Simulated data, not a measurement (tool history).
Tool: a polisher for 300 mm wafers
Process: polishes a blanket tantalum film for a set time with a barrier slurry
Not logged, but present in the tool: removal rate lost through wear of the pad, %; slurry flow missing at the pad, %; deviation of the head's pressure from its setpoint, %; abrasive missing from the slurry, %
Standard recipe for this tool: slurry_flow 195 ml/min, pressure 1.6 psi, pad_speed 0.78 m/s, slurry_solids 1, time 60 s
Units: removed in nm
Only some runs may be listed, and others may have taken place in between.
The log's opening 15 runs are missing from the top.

run    hour  slurry_flow  pressure  pad_speed  slurry_solids  time  wafers since the last listed run  wafers polished on this pad  hours since the slurry nozzle was cleaned  hours since the head pressure was calibrated  hours since the slurry blender was calibrated  incoming thickness of the incoming film, nm  removed
     1187.4  -- slurry blender recalibrated
 16  1429.5          220       1.6       0.78              1    60                              2016                         2258                                      893.7                                         577.7                                          242.1                                        328.2     50.8
     1473.1  -- slurry nozzle cleaned
 17  1617.7          165         2       0.78              1    41                              1462                         3721                                      144.6                                         765.9                                          430.3                                        330.8     39.8
 18  1658.5          195       1.6       0.78              1    60                               318                         4040                                      185.4                                         806.7                                          471.1                                        334.9     51.4
     1683.2  -- head pressure recalibrated
 19  1726.2          265         2       0.64            1.1    60                               513                         4553                                      253.1                                            43                                          538.8                                        327.8     50.9
     1780.9  -- worn pad replaced by a new one
 20  1807.9          240       1.6       0.56              1    54                               607                          210                                      334.8                                         124.7                                          620.5                                        328.9     33.8
 21  1855.5          235       1.4        0.9            1.1    60                               371                          582                                      382.4                                         172.3                                          668.1                                        326.9     56.9
 22  1936.9          195       1.6       0.78            0.8    60                               636                         1218                                      463.8                                         253.7                                          749.5                                        335.2     49.4
 23  2012.5          195       2.2       0.78              1    72                               590                         1809                                      539.4                                         329.3                                          825.1                                        331.7     74.9
     2034.5  -- slurry blender recalibrated
 24  2067.7          195       1.6       0.78              1    60                               415                         2225                                      594.6                                         384.5                                           33.2                                        327.1     51.4
 25  2149.3          195       1.6       0.78              1    60                               637                         2862                                      676.2                                         466.1                                          114.8                                        327.1     51.2
 26  2213.7          170       1.9       0.78              1    60                               503                         3366                                      740.6                                         530.5                                          179.2                                        331.1     55.2
     2256.3  -- slurry nozzle cleaned
 27  2301.8          140       1.6       0.78              1    60                               680                         4046                                       45.5                                         618.6                                          267.3                                        332.5     49.5
 28  2397.4          195       1.6       0.78              1    60                               747                         4793                                      141.1                                         714.2                                          362.9                                        323.6     51.8
 29  2476.2          195       1.6       0.62              1    50                               615                         5409                                      219.9                                           793                                          441.7                                        334.4     34.1
 30  2553.3          230       1.6        0.5              1    66                               602                         6012                                        297                                         870.1                                          518.8                                        327.1     37.1

4 ways to go on from here, each from the tool as it stands after run 30. What would each give?
  A  2553.7          245       1.6       0.78              1    60                                 3                         6015                                      297.4                                         870.5                                          519.2                                          330        ?
  B  2553.7          195       1.6       0.78           1.15    51                                 3                         6015                                      297.4                                         870.5                                          519.2                                          330        ?
  C  2553.7          195       1.6       0.78              1    46                                 3                         6015                                      297.4                                         870.5                                          519.2                                          330        ?
  D  2553.7          175       1.6       0.78           0.85    60                                 3                         6015                                      297.4                                         870.5                                          519.2                                          330        ?

run  removed
  A     52.3
  B     44.5
  C     39.3
  D     49.4
With the hidden condition removed and each run's random variation left untouched, the same runs would have given:
run  removed
  A     52.4
  B     44.6
  C     39.4
  D     49.5
